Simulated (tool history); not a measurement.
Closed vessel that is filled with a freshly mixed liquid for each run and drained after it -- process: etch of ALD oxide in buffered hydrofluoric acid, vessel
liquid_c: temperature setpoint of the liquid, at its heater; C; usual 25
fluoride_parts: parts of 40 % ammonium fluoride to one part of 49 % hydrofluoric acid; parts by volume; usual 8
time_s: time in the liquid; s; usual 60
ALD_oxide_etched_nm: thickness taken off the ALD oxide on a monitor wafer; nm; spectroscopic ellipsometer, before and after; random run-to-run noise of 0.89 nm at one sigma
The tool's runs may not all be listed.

run,hour,liquid_c,fluoride_parts,time_s,"read-back film thickness of the ALD oxide reference wafer, read on the same gauge (nm)",ALD_oxide_etched_nm
1,0,25,10,60,30.03,146.52
2,26.2,25,10,60,30.01,144.87
3,69.6,25,8,60,29.99,177.84
4,136.4,25,8,60,29.97,175.91
5,243.6,24,8,35,30.03,96.46
6,299.1,25,8,60,30.02,175.83
7,342.5,25,8,60,30.01,174.44
8,380.3,25,8,60,30.01,174.72
9,447.1,25,8,60,30.03,174.54
10,474.8,25,8,60,29.98,174.36
11,516.5,25,8,60,30.02,175.19
12,585.3,25,7,60,30.01,200.2
# hour 621.4: thermometer replaced
13,650.7,27,8,60,30.02,191.92
14,677.4,27,8,60,30,192.94
# hour 792.8: hydrofluoric acid flow meter replaced
15,805.3,25,8,60,30.03,182.76
16,864.2,25,10.5,60,30,141.37
17,910,25,8,60,29.98,180.87
18,950.4,25,9.5,90,30,230.63
19,997.4,26.5,11,30,30.01,73.47
20,1049.9,25,6,60,29.98,239.61
21,1076.2,25,8,60,30.02,180.63
22,1103.1,21.5,7,45,29.97,128.33
23,1144.2,25,8,60,29.99,179.59
# hour 1146.7: gauge calibrated
24,1181.3,23.5,10.5,60,30.02,130.37
25,1329.9,20.5,6.5,60,30.02,170.97
26,1376.6,25,8,60,30,179.48
27,1416.1,26.5,9.5,45,29.98,125.74
# hour 1424.5: thermometer replaced
28,1481,25,9,45,29.99,117.91
29,1548.5,25,10,85,30,208.47

Alternative continuations, all from the tool just after run 29; predict every row:
A,1549.2,25,8,60,?,?
B,1549.2,20.5,8,30,?,?
C,1549.2,21,5,45,?,?

run,"read-back film thickness of the ALD oxide reference wafer, read on the same gauge (nm)",ALD_oxide_etched_nm
A,30,178.87
B,30,69.85
C,30,167.03
Without the tool's unlogged condition, the same runs would have read:
run,ALD_oxide_etched_nm
A,183.99
B,71.85
C,170.75
